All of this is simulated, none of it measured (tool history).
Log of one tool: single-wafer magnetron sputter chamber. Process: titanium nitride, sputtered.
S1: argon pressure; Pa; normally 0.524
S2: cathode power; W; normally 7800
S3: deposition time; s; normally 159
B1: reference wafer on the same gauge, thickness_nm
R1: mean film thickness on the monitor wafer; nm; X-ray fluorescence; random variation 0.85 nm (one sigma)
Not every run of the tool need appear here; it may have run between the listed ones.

run	hour	S1	S2	S3	B1	R1
1	0.0	0.524	7800	159	217.663	225.074
2	13.2	0.524	7800	159	217.897	224.274
3	27.0	0.524	7800	159	217.574	224.019
4	62.9	0.524	7800	159	218.156	224.253
5	86.4	0.524	7800	159	218.008	224.495
6	109.5	0.524	9250	168	217.754	269.349
7	143.1	0.524	9250	168	217.669	269.000
8	161.0	0.524	9250	168	217.985	271.423
9	173.0	0.474	7800	159	217.939	231.305
10	189.4	0.474	7800	159	218.028	230.846
11	217.9	0.524	7800	159	217.980	224.759
12	238.5	0.524	7800	159	217.919	225.270
13	258.6	0.524	7800	159	218.270	225.566
# hour 273.6: gauge calibrated
14	293.5	0.524	7800	159	217.893	223.760
# hour 328.7: sputter target and shields replaced
15	329.2	0.524	7800	159	218.136	224.553
16	350.3	0.524	7800	159	218.085	225.493
17	369.7	0.650	7100	190	218.198	233.416
18	399.6	0.689	8900	139	218.106	198.416
# hour 416.3: capacitance manometer re-zeroed and calibrated
# hour 427.6: magnet pack replaced
19	428.1	0.524	8750	159	218.178	245.062
20	449.9	0.664	9300	145	218.082	217.643
21	483.5	0.524	7800	159	218.166	225.449
22	511.7	0.589	6800	140	218.260	172.844
23	534.1	0.606	7800	172	217.895	232.065
24	557.6	0.355	8600	134	217.870	224.289
25	585.7	0.676	9050	137	217.888	198.748
26	673.0	0.606	7800	172	218.258	231.493
27	730.6	0.524	7800	159	218.529	224.227
28	758.0	0.524	7800	159	217.845	224.431
29	781.9	0.685	6150	170	218.066	183.757
# hour 813.3: sputter target and shields replaced
30	814.8	0.524	7800	159	217.939	224.114

5 ways to go on from here, each from the tool as it stands after run 30. What would each give?
A	815.2	0.652	7800	159	?	?
B	815.2	0.524	8650	159	?	?
C	815.2	0.460	8600	159	?	?
D	815.2	0.358	6800	136	?	?
E	815.2	0.524	6500	159	?	?

run	B1	R1
A	218.032	208.817
B	218.032	242.264
C	218.032	250.161
D	218.032	191.153
E	218.032	196.759
With no hidden state in the tool, these same runs would have given:
run	R1
A	208.817
B	242.264
C	250.161
D	191.153
E	196.759
